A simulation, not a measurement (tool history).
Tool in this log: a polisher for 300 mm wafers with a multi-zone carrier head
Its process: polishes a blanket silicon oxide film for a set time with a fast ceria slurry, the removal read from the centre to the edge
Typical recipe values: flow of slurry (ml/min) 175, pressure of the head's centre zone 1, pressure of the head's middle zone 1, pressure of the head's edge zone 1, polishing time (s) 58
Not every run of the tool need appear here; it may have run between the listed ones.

| run | hour | flow of slurry (ml/min) | pressure of the head's centre zone | pressure of the head's middle zone | pressure of the head's edge zone | polishing time (s) | incoming thickness of the incoming film, nm | film removed at the wafer's centre (nm) | film removed at mid-radius (nm) | film removed at the wafer's edge (nm) |
|---|---|---|---|---|---|---|---|---|---|---|
| 1 | 0 | 175 | 1 | 1 | 1 | 58 | 3526 | 547 | 569.2 | 572.3 |
| 2 | 67.2 | 175 | 1 | 1 | 1 | 58 | 3581.5 | 559.1 | 562.9 | 557.9 |
| 3 | 126.3 | 175 | 1 | 1 | 1 | 58 | 3609.5 | 545.4 | 557.2 | 544.7 |
| 4 | 170 | 175 | 1 | 1 | 1 | 45 | 3596 | 422.9 | 433.4 | 441.9 |
| 5 | 243.5 | 175 | 1 | 1 | 1 | 58 | 3594.6 | 540.9 | 554.1 | 548.5 |
| 6 | 314.5 | 175 | 1 | 1 | 1 | 58 | 3492.7 | 539.4 | 558 | 552.8 |
|  | 347 | worn pad replaced by a new one |
| 7 | 351.2 | 175 | 0.91 | 1.08 | 0.93 | 39 | 3615.7 | 337.1 | 409.8 | 369.8 |
|  | 380.3 | centre zone pressure recalibrated |
| 8 | 400.6 | 175 | 0.92 | 0.9 | 1.03 | 70 | 3577 | 617.4 | 627.7 | 684.3 |
|  | 431.6 | slurry nozzle cleaned |
| 9 | 439.3 | 175 | 1.05 | 1.06 | 1 | 71 | 3526.2 | 701.9 | 734.6 | 698.9 |
|  | 490 | edge zone pressure recalibrated |
| 10 | 524 | 175 | 1 | 1 | 1 | 48 | 3534.3 | 448.7 | 469.3 | 463.2 |
|  | 581.4 | carrier head's membrane replaced by a new one |
| 11 | 691 | 175 | 1 | 1 | 1 | 58 | 3527.8 | 530.6 | 557.4 | 555.5 |
| 12 | 738.6 | 175 | 1 | 0.94 | 1 | 58 | 3529.2 | 540.9 | 529.9 | 555 |
|  | 792.8 | worn pad replaced by a new one |
| 13 | 844.6 | 175 | 1 | 1.05 | 1 | 58 | 3538.6 | 557.1 | 590.4 | 567.6 |
|  | 1025.8 | centre zone pressure recalibrated |
|  | 1027.8 | slurry nozzle cleaned |
| 14 | 1095.5 | 175 | 1 | 1 | 0.94 | 58 | 3578.5 | 545.2 | 563.1 | 539.2 |
|  | 1119.3 | edge zone pressure recalibrated |
| 15 | 1170.4 | 120 | 0.9 | 1 | 0.93 | 72 | 3627.1 | 558.6 | 647.2 | 636 |
| 16 | 1220 | 175 | 1 | 1 | 1 | 58 | 3540.4 | 547.7 | 559 | 554.4 |
|  | 1274.3 | worn pad replaced by a new one |
| 17 | 1291.4 | 175 | 1 | 1 | 1.08 | 58 | 3581.5 | 563.8 | 571.1 | 592.4 |
| 18 | 1352.6 | 175 | 1 | 1 | 1 | 58 | 3598.6 | 557.2 | 568.9 | 552.1 |
| 19 | 1452 | 210 | 1.12 | 1 | 1.04 | 71 | 3582.9 | 764.9 | 718.7 | 710.8 |
| 20 | 1521.8 | 145 | 1 | 1 | 1.09 | 58 | 3567.5 | 522.7 | 545.2 | 560.9 |
| 21 | 1562.8 | 175 | 1 | 1 | 1 | 58 | 3571.2 | 541.9 | 560.6 | 560.9 |

Branching from run 21: 5 alternative next runs. What would each branch give?
| A | 1563.2 | 215 | 1 | 1 | 1 | 58 | 3581 | ? | ? | ? |
| B | 1563.2 | 175 | 0.9 | 1.11 | 1.12 | 44 | 3581 | ? | ? | ? |
| C | 1563.2 | 175 | 1 | 0.97 | 1 | 51 | 3581 | ? | ? | ? |
| D | 1563.2 | 130 | 0.88 | 1.1 | 1 | 58 | 3581 | ? | ? | ? |
| E | 1563.2 | 175 | 0.9 | 1.11 | 1 | 67 | 3581 | ? | ? | ? |

| run | film removed at the wafer's centre (nm) | film removed at mid-radius (nm) | film removed at the wafer's edge (nm) |
|---|---|---|---|
| A | 561.3 | 575.2 | 579.3 |
| B | 370.3 | 460.9 | 453.9 |
| C | 476.9 | 478.8 | 498.2 |
| D | 448 | 570.5 | 543.3 |
| E | 563.9 | 701.9 | 653.3 |
What these runs would have given with no unlogged condition in the tool:
| run | film removed at the wafer's centre (nm) | film removed at mid-radius (nm) | film removed at the wafer's edge (nm) |
|---|---|---|---|
| A | 581 | 595.5 | 599.7 |
| B | 383.3 | 477.1 | 469.8 |
| C | 493.7 | 495.7 | 515.7 |
| D | 463.8 | 590.5 | 562.4 |
| E | 583.7 | 726.6 | 676.3 |
